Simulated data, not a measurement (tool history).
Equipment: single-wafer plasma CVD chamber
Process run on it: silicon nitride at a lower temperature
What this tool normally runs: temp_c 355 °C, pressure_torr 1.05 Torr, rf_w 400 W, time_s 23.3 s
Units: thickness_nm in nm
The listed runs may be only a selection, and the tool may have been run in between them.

| run | hour | temp_c | pressure_torr | rf_w | time_s | wafers since the last listed run | hours since the last thermocouple change | hours since the last RF generator calibration | hours since the last manometer calibration | hours since the showerhead was replaced | hours since the gauge calibration | read-back reference wafer on the same gauge, thickness_nm | thickness_nm |
|---|---|---|---|---|---|---|---|---|---|---|---|---|---|
| 1 | 0 | 355 | 1.05 | 400 | 23.3 | 0 | 2525 | 1552 | 1087.1 | 7326.5 | 546.8 | 34.006 | 28.417 |
| 2 | 9.2 | 355 | 1.05 | 400 | 23.3 | 230 | 2534.2 | 1561.2 | 1096.3 | 7335.7 | 556 | 34.026 | 28.428 |
|  | 18.5 | capacitance manometer re-zeroed and calibrated |
| 3 | 22.5 | 355 | 1.05 | 400 | 23.3 | 132 | 2547.5 | 1574.5 | 4 | 7349 | 569.3 | 33.994 | 27.735 |
| 4 | 30.9 | 355 | 1.05 | 400 | 23.3 | 210 | 2555.9 | 1582.9 | 12.4 | 7357.4 | 577.7 | 34.011 | 27.693 |
| 5 | 44.5 | 355 | 1.05 | 400 | 23.3 | 340 | 2569.5 | 1596.5 | 26 | 7371 | 591.3 | 33.995 | 27.8 |
| 6 | 52 | 355 | 1.05 | 400 | 23.3 | 188 | 2577 | 1604 | 33.5 | 7378.5 | 598.8 | 33.995 | 27.674 |
| 7 | 61.3 | 341 | 1.05 | 400 | 23.3 | 233 | 2586.3 | 1613.3 | 42.8 | 7387.8 | 608.1 | 33.954 | 27.832 |
|  | 77.2 | showerhead replaced |
| 8 | 77.7 | 355 | 1.05 | 400 | 23.3 | 210 | 2602.7 | 1629.7 | 59.2 | 0.5 | 624.5 | 34.009 | 27.664 |
| 9 | 78 | 355 | 1.05 | 400 | 23.3 | 7 | 2603 | 1630 | 59.5 | 0.8 | 624.8 | 33.992 | 27.775 |
| 10 | 85.2 | 355 | 1.05 | 330 | 20.9 | 180 | 2610.2 | 1637.2 | 66.7 | 8 | 632 | 33.988 | 21.351 |
|  | 93.1 | gauge calibrated |
| 11 | 100.6 | 355 | 1.05 | 440 | 23.3 | 386 | 2625.6 | 1652.6 | 82.1 | 23.4 | 7.5 | 33.987 | 29.742 |
| 12 | 115.9 | 355 | 1.05 | 435 | 23.3 | 383 | 2640.9 | 1667.9 | 97.4 | 38.7 | 22.8 | 34.013 | 29.534 |
| 13 | 132.6 | 364 | 1.2 | 400 | 23.3 | 418 | 2657.6 | 1684.6 | 114.1 | 55.4 | 39.5 | 33.967 | 28.689 |
| 14 | 142.6 | 355 | 0.95 | 375 | 23.3 | 250 | 2667.6 | 1694.6 | 124.1 | 65.4 | 49.5 | 34.005 | 25.655 |
|  | 152.1 | RF generator calibrated |
| 15 | 152.6 | 355 | 1.28 | 430 | 26.2 | 50 | 2677.6 | 0.5 | 134.1 | 75.4 | 59.5 | 34.002 | 36.589 |
| 16 | 157.7 | 355 | 1.05 | 400 | 23.3 | 127 | 2682.7 | 5.6 | 139.2 | 80.5 | 64.6 | 33.962 | 29.388 |

Estimate the outcome of run 17 from the log above:
| 17 | 175.5 | 340 | 1.27 | 325 | 23.3 | 446 | 2700.5 | 23.4 | 157 | 98.3 | 82.4 | ? | ? |

read-back reference wafer on the same gauge, thickness_nm: 34.022
thickness_nm: 26.409 nm
Take away the tool's hidden state, keep the run-to-run variation as it was, and the same run would have given thickness_nm 26.598 nm.
